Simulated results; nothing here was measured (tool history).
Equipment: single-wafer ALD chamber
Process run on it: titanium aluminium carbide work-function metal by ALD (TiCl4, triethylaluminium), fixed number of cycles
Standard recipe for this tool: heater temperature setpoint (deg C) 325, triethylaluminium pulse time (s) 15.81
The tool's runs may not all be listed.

| run | hour | heater temperature setpoint (deg C) | triethylaluminium pulse time (s) | read-back reference wafer on the same gauge, thickness_nm | mean film thickness on the monitor wafer (angstrom) |
|---|---|---|---|---|---|
| 1 | 0 | 325 | 15.81 | 2.672 | 23.48 |
| 2 | 6.9 | 325 | 15.81 | 2.669 | 23.49 |
| 3 | 22.5 | 313 | 15.81 | 2.671 | 22.49 |
| 4 | 40 | 325 | 20.55 | 2.67 | 24.33 |
| 5 | 57.9 | 325 | 12.15 | 2.669 | 21.47 |
| 6 | 67.2 | 325 | 12.15 | 2.671 | 21.47 |
| 7 | 80.8 | 325 | 15.81 | 2.672 | 23.31 |
| 8 | 92.3 | 325 | 15.81 | 2.669 | 23.15 |
| 9 | 106 | 325 | 19.56 | 2.672 | 23.98 |
| 10 | 120.3 | 325 | 19.56 | 2.67 | 24.11 |
| 11 | 130.4 | 325 | 15.81 | 2.669 | 23.05 |
| 12 | 139.6 | 325 | 15.81 | 2.668 | 23.07 |
| 13 | 156.2 | 325 | 15.81 | 2.671 | 22.96 |
|  | 173.1 | showerhead replaced |
| 14 | 173.6 | 325 | 15.81 | 2.67 | 22.86 |
|  | 186.8 | triethylaluminium bottle replaced |
| 15 | 187.3 | 325 | 21.62 | 2.672 | 24.65 |
| 16 | 197 | 339 | 21.97 | 2.67 | 25.81 |
| 17 | 205.6 | 313 | 17.7 | 2.668 | 23.6 |
|  | 207 | gauge calibrated |
|  | 220.9 | thermocouple changed; heater temperature recalibrated |
| 18 | 221.4 | 325 | 15.81 | 2.67 | 24.56 |
| 19 | 234.1 | 325 | 15.81 | 2.67 | 24.51 |
| 20 | 249.7 | 334 | 19.43 | 2.672 | 25.51 |
| 21 | 263.6 | 336 | 12.84 | 2.669 | 25.03 |
| 22 | 280.6 | 316 | 18.75 | 2.668 | 23.77 |
| 23 | 293.2 | 338 | 20.58 | 2.671 | 25.62 |
| 24 | 302.8 | 315 | 9.5 | 2.669 | 21.57 |
| 25 | 317.1 | 317 | 18.29 | 2.67 | 23.84 |
| 26 | 323.8 | 325 | 20.27 | 2.67 | 24.63 |
| 27 | 336.5 | 316 | 19.1 | 2.67 | 23.91 |
| 28 | 343.6 | 325 | 15.81 | 2.669 | 24.38 |

What was the tool's hidden state at every run in the log?
wafer temperature above the value expected at the setpoint (K): 0 in every run
gauge reads high (%): 0 in every run
H1: triethylaluminium dose above that of a fresh bottle (%)
| run | H1 |
|---|---|
| 1 | -32.1 |
| 2 | -32.4 |
| 3 | -33 |
| 4 | -33.6 |
| 5 | -34.3 |
| 6 | -34.6 |
| 7 | -35.1 |
| 8 | -35.5 |
| 9 | -36.1 |
| 10 | -36.6 |
| 11 | -37 |
| 12 | -37.3 |
| 13 | -38 |
| 14 | -38.7 |
| 15 | -4.59 |
| 16 | -4.59 |
| 17 | -4.59 |
| 18 | -4.6 |
| 19 | -4.61 |
| 20 | -4.63 |
| 21 | -4.65 |
| 22 | -4.68 |
| 23 | -4.7 |
| 24 | -4.72 |
| 25 | -4.76 |
| 26 | -4.78 |
| 27 | -4.81 |
| 28 | -4.83 |
